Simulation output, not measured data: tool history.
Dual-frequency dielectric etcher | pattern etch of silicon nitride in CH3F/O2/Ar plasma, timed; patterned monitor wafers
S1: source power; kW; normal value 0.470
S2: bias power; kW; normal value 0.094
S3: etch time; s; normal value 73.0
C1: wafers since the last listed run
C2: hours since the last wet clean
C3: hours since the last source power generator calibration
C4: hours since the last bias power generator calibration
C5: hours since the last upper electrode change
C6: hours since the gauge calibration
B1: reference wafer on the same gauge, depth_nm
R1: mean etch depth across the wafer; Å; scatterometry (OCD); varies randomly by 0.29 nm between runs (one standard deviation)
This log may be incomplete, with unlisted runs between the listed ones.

run    hour     S1     S2    S3    C1     C2      C3      C4      C5      C6    B1   R1
  1     0.0  0.470  0.094  61.0     0  578.2  3146.7  1187.8  2619.1  2841.4  55.7  498
       44.0  -- wet clean of the chamber
  2    85.4  0.470  0.094  61.0   899   41.4  3232.1  1273.2  2704.5  2926.8  55.7  499
  3   171.0  0.470  0.094  61.0  1254  127.0  3317.7  1358.8  2790.1  3012.4  55.8  498
  4   251.6  0.470  0.094  73.0  1180  207.6  3398.3  1439.4  2870.7  3093.0  55.6  595
  5   343.0  0.470  0.094  73.0  1339  299.0  3489.7  1530.8  2962.1  3184.4  55.5  602
  6   391.7  0.470  0.094  73.0   713  347.7  3538.4  1579.5  3010.8  3233.1  55.6  600
  7   444.6  0.470  0.094  73.0   775  400.6  3591.3  1632.4  3063.7  3286.0  55.7  598
  8   491.8  0.390  0.094  73.0   691  447.8  3638.5  1679.6  3110.9  3333.2  55.5  531
  9   598.7  0.390  0.094  73.0  1566  554.7  3745.4  1786.5  3217.8  3440.1  55.6  533
      673.4  -- wet clean of the chamber
 10   673.9  0.410  0.094  73.0   750    0.5  3820.6  1861.7  3293.0  3515.3  55.6  546
 11   755.9  0.470  0.094  66.5  1201   82.5  3902.6  1943.7  3375.0  3597.3  55.7  548
 12   806.6  0.470  0.094  73.0   742  133.2  3953.3  1994.4  3425.7  3648.0  55.6  595
 13   907.0  0.470  0.094  73.0  1470  233.6  4053.7  2094.8  3526.1  3748.4  55.6  597
      992.5  -- gauge calibrated
     1007.0  -- upper electrode replaced, of another model than before
 14  1013.5  0.390  0.084  95.0  1208  340.1  4160.2  2201.3     6.5    21.0  55.6  613
 15  1068.8  0.470  0.094  73.0   810  395.4  4215.5  2256.6    61.8    76.3  55.7  582
 16  1154.3  0.360  0.101  73.0  1252  480.9  4301.0  2342.1   147.3   161.8  55.7  441
     1177.8  -- source power generator calibrated
 17  1239.7  0.470  0.094  85.0  1192  566.3    61.9  2427.5   232.7   247.2  55.6  715
     1309.2  -- wet clean of the chamber
 18  1338.8  0.500  0.102  58.0  1100   29.6   161.0  2526.6   331.8   346.3  55.6  522
 19  1391.8  0.560  0.087  92.0   776   82.6   214.0  2579.6   384.8   399.3  55.6  879
     1437.0  -- bias power generator calibrated
 20  1494.6  0.470  0.094  73.0  1447  185.4   316.8    57.6   487.6   502.1  55.6  609
 21  1581.8  0.540  0.117  88.0  1277  272.6   404.0   144.8   574.8   589.3  55.8  868
 22  1650.8  0.390  0.100  65.5  1010  341.6   473.0   213.8   643.8   658.3  55.5  458
 23  1728.4  0.400  0.079  73.0  1136  419.2   550.6   291.4   721.4   735.9  55.7  493
 24  1785.5  0.560  0.094  62.0   836  476.3   607.7   348.5   778.5   793.0  55.5  593
 25  1887.2  0.470  0.094  65.5  1490  578.0   709.4   450.2   880.2   894.7  55.7  543
 26  1928.4  0.510  0.071  85.5   603  619.2   750.6   491.4   921.4   935.9  55.7  709
     1952.5  -- wet clean of the chamber
 27  2010.4  0.470  0.094  73.0   849   57.9   832.6   573.4  1003.4  1017.9  55.6  602
 28  2055.4  0.470  0.094  73.0   659  102.9   877.6   618.4  1048.4  1062.9  55.7  601
 29  2144.0  0.470  0.080  73.0  1298  191.5   966.2   707.0  1137.0  1151.5  55.6  579
 30  2208.0  0.420  0.085  80.5   937  255.5  1030.2   771.0  1201.0  1215.5  55.7  582

Here are 3 independent what-if runs from the current tool condition. What would each one return?
  A  2208.4  0.470  0.094  73.0   5  255.9  1030.6  771.4  1201.4  1215.9   ?   ?
  B  2208.4  0.520  0.112  89.5   5  255.9  1030.6  771.4  1201.4  1215.9   ?   ?
  C  2208.4  0.560  0.082  73.0   5  255.9  1030.6  771.4  1201.4  1215.9   ?   ?

run    B1   R1
  A  55.6  606
  B  55.6  845
  C  55.6  678
What these runs would have given with no unlogged condition in the tool:
run   R1
  A  619
  B  862
  C  692
